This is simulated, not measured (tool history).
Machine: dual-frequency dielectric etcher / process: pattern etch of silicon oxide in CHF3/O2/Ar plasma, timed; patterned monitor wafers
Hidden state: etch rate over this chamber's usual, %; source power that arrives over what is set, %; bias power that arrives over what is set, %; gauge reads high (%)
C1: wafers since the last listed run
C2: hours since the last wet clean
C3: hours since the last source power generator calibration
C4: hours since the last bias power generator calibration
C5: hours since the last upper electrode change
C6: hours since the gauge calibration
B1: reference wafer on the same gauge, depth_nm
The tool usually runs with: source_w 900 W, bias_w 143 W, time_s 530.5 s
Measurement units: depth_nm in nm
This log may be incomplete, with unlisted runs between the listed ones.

Run 1, hour 0: usual settings but bias_w 122 W; C1 0; C2 155.3; C3 2678.9; C4 24.2; C5 3006.8; C6 914.6; B1 1337.8. Result: depth_nm 1061.5 nm.
At hour 59.9: upper electrode replaced.
Run 2, hour 71.6: usual settings but source_w 740 W; C1 162; C2 226.9; C3 2750.5; C4 95.8; C5 11.7; C6 986.2; B1 1340.4. Result: depth_nm 1091.8 nm.
Run 3, hour 156.4: usual settings but source_w 740 W; C1 289; C2 311.7; C3 2835.3; C4 180.6; C5 96.5; C6 1071; B1 1340.8. Result: depth_nm 1080.1 nm.
Run 4, hour 257.2: usual settings but source_w 740 W; C1 343; C2 412.5; C3 2936.1; C4 281.4; C5 197.3; C6 1171.8; B1 1342.2. Result: depth_nm 1068.4 nm.
Run 5, hour 362.5: usual settings but bias_w 121 W; C1 359; C2 517.8; C3 3041.4; C4 386.7; C5 302.6; C6 1277.1; B1 1339.9. Result: depth_nm 1048.3 nm.
Run 6, hour 445.4: usual settings but time_s 591.5 s; C1 282; C2 600.7; C3 3124.3; C4 469.6; C5 385.5; C6 1360; B1 1339.2. Result: depth_nm 1257.1 nm.
At hour 544.3: wet clean of the chamber.
Run 7, hour 544.8: usual settings but bias_w 126 W, time_s 400 s; C1 257; C2 0.5; C3 3223.7; C4 569; C5 484.9; C6 1459.4; B1 1339.5. Result: depth_nm 825.5 nm.
Run 8, hour 632.9: usual settings but time_s 650 s; C1 300; C2 88.6; C3 3311.8; C4 657.1; C5 573; C6 1547.5; B1 1343.1. Result: depth_nm 1404.3 nm.
Run 9, hour 707.6: usual settings; C1 254; C2 163.3; C3 3386.5; C4 731.8; C5 647.7; C6 1622.2; B1 1339.4. Result: depth_nm 1149.3 nm.
At hour 978.5: source power generator calibrated.
Run 10, hour 1011.7: usual settings but source_w 1090 W; C1 1024; C2 467.4; C3 33.2; C4 1035.9; C5 951.8; C6 1926.3; B1 1341.7. Result: depth_nm 1199.7 nm.
Run 11, hour 1072.5: usual settings but source_w 720 W, bias_w 126 W; C1 207; C2 528.2; C3 94; C4 1096.7; C5 1012.6; C6 1987.1; B1 1340.5. Result: depth_nm 1014.2 nm.
Run 12, hour 1177.9: usual settings but source_w 960 W, bias_w 167 W, time_s 587.5 s; C1 359; C2 633.6; C3 199.4; C4 1202.1; C5 1118; C6 2092.5; B1 1339.1. Result: depth_nm 1362.7 nm.
Run 13, hour 1217.3: usual settings but source_w 960 W, bias_w 178 W, time_s 431 s; C1 134; C2 673; C3 238.8; C4 1241.5; C5 1157.4; C6 2131.9; B1 1342.5. Result: depth_nm 1028.4 nm.
Run 14, hour 1280.6: usual settings; C1 215; C2 736.3; C3 302.1; C4 1304.8; C5 1220.7; C6 2195.2; B1 1339.9. Result: depth_nm 1120.6 nm.
At hour 1423.5: wet clean of the chamber.
At hour 1483.1: gauge calibrated.
Run 15, hour 1489.4: usual settings but time_s 429.5 s; C1 630; C2 65.9; C3 510.9; C4 1513.6; C5 1429.5; C6 6.3; B1 1339.6. Result: depth_nm 931.7 nm.
Run 16, hour 1558.5: usual settings but bias_w 158 W, time_s 627.5 s; C1 235; C2 135; C3 580; C4 1582.7; C5 1498.6; C6 75.4; B1 1340. Result: depth_nm 1412.7 nm.
Run 17, hour 1650.8: usual settings but source_w 980 W, bias_w 109 W; C1 314; C2 227.3; C3 672.3; C4 1675; C5 1590.9; C6 167.7; B1 1340.5. Result: depth_nm 1042.5 nm.
Run 18, hour 1746.9: usual settings but source_w 1010 W; C1 327; C2 323.4; C3 768.4; C4 1771.1; C5 1687; C6 263.8; B1 1340. Result: depth_nm 1177.8 nm.
Run 19, hour 1836.6: usual settings but source_w 1090 W, time_s 619.5 s; C1 306; C2 413.1; C3 858.1; C4 1860.8; C5 1776.7; C6 353.5; B1 1339.7. Result: depth_nm 1409.9 nm.
Run 20, hour 1874: usual settings but source_w 720 W, bias_w 126 W; C1 127; C2 450.5; C3 895.5; C4 1898.2; C5 1814.1; C6 390.9; B1 1343.1. Result: depth_nm 1015.8 nm.
Run 21, hour 1958.7: usual settings but bias_w 112 W; C1 289; C2 535.2; C3 980.2; C4 1982.9; C5 1898.8; C6 475.6; B1 1340.6. Result: depth_nm 1011 nm.
Run 22, hour 2044.9: usual settings; C1 294; C2 621.4; C3 1066.4; C4 2069.1; C5 1985; C6 561.8; B1 1339.9. Result: depth_nm 1135.2 nm.
At hour 2119.5: wet clean of the chamber.
Run 23, hour 2120: usual settings; C1 174; C2 0.5; C3 1141.5; C4 2144.2; C5 2060.1; C6 636.9; B1 1341.4. Result: depth_nm 1154.3 nm.
At hour 2142.3: bias power generator calibrated.
Run 24, hour 2188.7: usual settings but bias_w 115 W; C1 220; C2 69.2; C3 1210.2; C4 46.4; C5 2128.8; C6 705.6; B1 1340.8. Result: depth_nm 1043.3 nm.
Run 25, hour 2239.1: usual settings but source_w 810 W, bias_w 108 W, time_s 440.5 s; C1 171; C2 119.6; C3 1260.6; C4 96.8; C5 2179.2; C6 756; B1 1340.9. Result: depth_nm 814.3 nm.
Run 26, hour 2282.1: usual settings but source_w 770 W, bias_w 152 W, time_s 591.5 s; C1 146; C2 162.6; C3 1303.6; C4 139.8; C5 2222.2; C6 799; B1 1339. Result: depth_nm 1258.8 nm.
Run 27, hour 2329.6: usual settings; C1 162; C2 210.1; C3 1351.1; C4 187.3; C5 2269.7; C6 846.5; B1 1339.6. Result: depth_nm 1147.2 nm.
Run 28, hour 2383.8: usual settings but source_w 840 W, bias_w 118 W, time_s 573.5 s; C1 184; C2 264.3; C3 1405.3; C4 241.5; C5 2323.9; C6 900.7; B1 1342.6. Result: depth_nm 1110 nm.
Run 29, hour 2450.9: usual settings but source_w 790 W; C1 228; C2 331.4; C3 1472.4; C4 308.6; C5 2391; C6 967.8; B1 1340.3. Result: depth_nm 1106.7 nm.

For each entry between runs, how does the tool's hidden state at the last listed run before it compare with that at the first listed run after it?
Run 1 -> run 2: upper electrode replaced (hour 59.9)
  etch rate over this chamber's usual, %: -0.561 -> -0.809
  difference, measured minus the result without the unlogged condition, depth_nm: -5.9 -> -8.9 nm
Run 6 -> run 7: wet clean of the chamber (hour 544.3)
  etch rate over this chamber's usual, %: -2.1 -> 0.353
  difference, measured minus the result without the unlogged condition, depth_nm: -27 -> +2.9 nm
Run 9 -> run 10: source power generator calibrated (hour 978.5)
  etch rate over this chamber's usual, %: -0.21 -> -1.26
  difference, measured minus the result without the unlogged condition, depth_nm: -2.4 -> -15.4 nm
Run 14 -> run 15: wet clean of the chamber (hour 1423.5); gauge calibrated (hour 1483.1)
  etch rate over this chamber's usual, %: -2.19 -> 0.188
  difference, measured minus the result without the unlogged condition, depth_nm: -25.1 -> +1.8 nm
Run 22 -> run 23: wet clean of the chamber (hour 2119.5)
  etch rate over this chamber's usual, %: -1.74 -> 0.219
  difference, measured minus the result without the unlogged condition, depth_nm: -20.1 -> +2.5 nm
Run 23 -> run 24: bias power generator calibrated (hour 2142.3)
  etch rate over this chamber's usual, %: 0.219 -> -0.019
  difference, measured minus the result without the unlogged condition, depth_nm: +2.5 -> -0.2 nm
